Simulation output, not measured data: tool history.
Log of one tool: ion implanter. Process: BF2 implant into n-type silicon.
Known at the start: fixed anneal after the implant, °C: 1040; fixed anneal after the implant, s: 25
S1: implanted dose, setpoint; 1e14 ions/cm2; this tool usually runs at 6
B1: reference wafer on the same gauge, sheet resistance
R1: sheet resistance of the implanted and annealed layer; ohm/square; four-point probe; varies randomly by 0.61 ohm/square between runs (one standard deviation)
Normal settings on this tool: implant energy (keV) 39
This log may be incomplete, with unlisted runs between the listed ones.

run 1 day=0 | S1=6 implant_energy_(keV)=39 | B1=235.72 | R1=199.6
run 2 day=0.554 | S1=6 implant_energy_(keV)=36 | B1=236.08 | R1=200.47
-- day=0.704 gauge calibrated
run 3 day=1.1 | S1=6 implant_energy_(keV)=42.5 | B1=235.57 | R1=198.56
run 4 day=1.538 | S1=6.9 implant_energy_(keV)=42 | B1=236.21 | R1=175.44
run 5 day=1.892 | S1=6.9 implant_energy_(keV)=42 | B1=236.01 | R1=174.97
run 6 day=2.333 | S1=6.9 implant_energy_(keV)=42 | B1=236.28 | R1=175.3
run 7 day=2.967 | S1=6 implant_energy_(keV)=39 | B1=236.2 | R1=200.24
run 8 day=3.646 | S1=6 implant_energy_(keV)=39 | B1=236.06 | R1=200.55
run 9 day=4.204 | S1=6 implant_energy_(keV)=39 | B1=235.66 | R1=199.32
run 10 day=4.488 | S1=5.2 implant_energy_(keV)=39 | B1=236.27 | R1=226.92
run 11 day=4.871 | S1=5.2 implant_energy_(keV)=39 | B1=236.22 | R1=226.72
run 12 day=5.488 | S1=5.2 implant_energy_(keV)=39 | B1=236 | R1=227.47
run 13 day=6.233 | S1=6 implant_energy_(keV)=39 | B1=236.36 | R1=200.16
run 14 day=6.542 | S1=6 implant_energy_(keV)=39 | B1=236.13 | R1=201
-- day=7.062 extraction supply calibrated
run 15 day=7.842 | S1=6 implant_energy_(keV)=39 | B1=236.19 | R1=200.93
run 16 day=8.321 | S1=6.59 implant_energy_(keV)=39 | B1=236.04 | R1=186.25
run 17 day=9.054 | S1=6.59 implant_energy_(keV)=39 | B1=236.2 | R1=185.02
run 18 day=9.646 | S1=4.97 implant_energy_(keV)=35.5 | B1=236.09 | R1=239.57
run 19 day=10.146 | S1=6 implant_energy_(keV)=39 | B1=236.13 | R1=201.66
-- day=10.771 gauge calibrated
run 20 day=10.846 | S1=6.46 implant_energy_(keV)=46 | B1=235.77 | R1=186.12
run 21 day=11.154 | S1=6 implant_energy_(keV)=31 | B1=236.01 | R1=206.43
run 22 day=11.75 | S1=6 implant_energy_(keV)=39 | B1=236.21 | R1=201.5
run 23 day=12.396 | S1=7.73 implant_energy_(keV)=39 | B1=235.97 | R1=162.03
run 24 day=12.792 | S1=6 implant_energy_(keV)=46 | B1=235.99 | R1=199.92
run 25 day=13.642 | S1=4.68 implant_energy_(keV)=25.5 | B1=236.15 | R1=259.12
-- day=14.667 Faraday cup replaced and dose calibrated
run 26 day=14.688 | S1=5.25 implant_energy_(keV)=43.5 | B1=235.91 | R1=220.1
run 27 day=14.808 | S1=6.46 implant_energy_(keV)=46 | B1=236.2 | R1=182.47
run 28 day=15.558 | S1=5.2 implant_energy_(keV)=48.5 | B1=235.96 | R1=220.48
run 29 day=16.188 | S1=5.39 implant_energy_(keV)=49 | B1=235.98 | R1=213.21
run 30 day=16.696 | S1=6 implant_energy_(keV)=26.5 | B1=235.93 | R1=204.55
run 31 day=17.067 | S1=5.21 implant_energy_(keV)=30 | B1=235.81 | R1=228.56
run 32 day=17.783 | S1=6 implant_energy_(keV)=39 | B1=235.89 | R1=197.57
run 33 day=19.288 | S1=6.85 implant_energy_(keV)=29 | B1=236.04 | R1=181.68
run 34 day=19.592 | S1=7 implant_energy_(keV)=50 | B1=236.04 | R1=168.9

Some steps in R1 between neighbouring runs. How much of each would the tool show without its hidden state too (settings, what came in, random variation), and how much is left for the hidden state, with any gauge scatter that isn't in both results?
The hidden state here: deviation of the true dose from the Faraday cup's reading, %; deviation of the true energy from its setpoint, %; gauge reads high (%).
Run 17 -> 18: S1 6.59 -> 4.97, implant energy (keV) 39 -> 35.5. R1 +54.55 ohm/square: hidden state +1.28, all else +53.27.
Run 22 -> 23: S1 6 -> 7.73. R1 -39.47 ohm/square: hidden state -0.94, all else -38.53.
Run 24 -> 25: S1 6 -> 4.68, implant energy (keV) 46 -> 25.5. R1 +59.2 ohm/square: hidden state +1.75, all else +57.45.
Run 25 -> 26: S1 4.68 -> 5.25, implant energy (keV) 25.5 -> 43.5, Faraday cup replaced and dose calibrated. R1 -39.02 ohm/square: hidden state -6.48, all else -32.54.
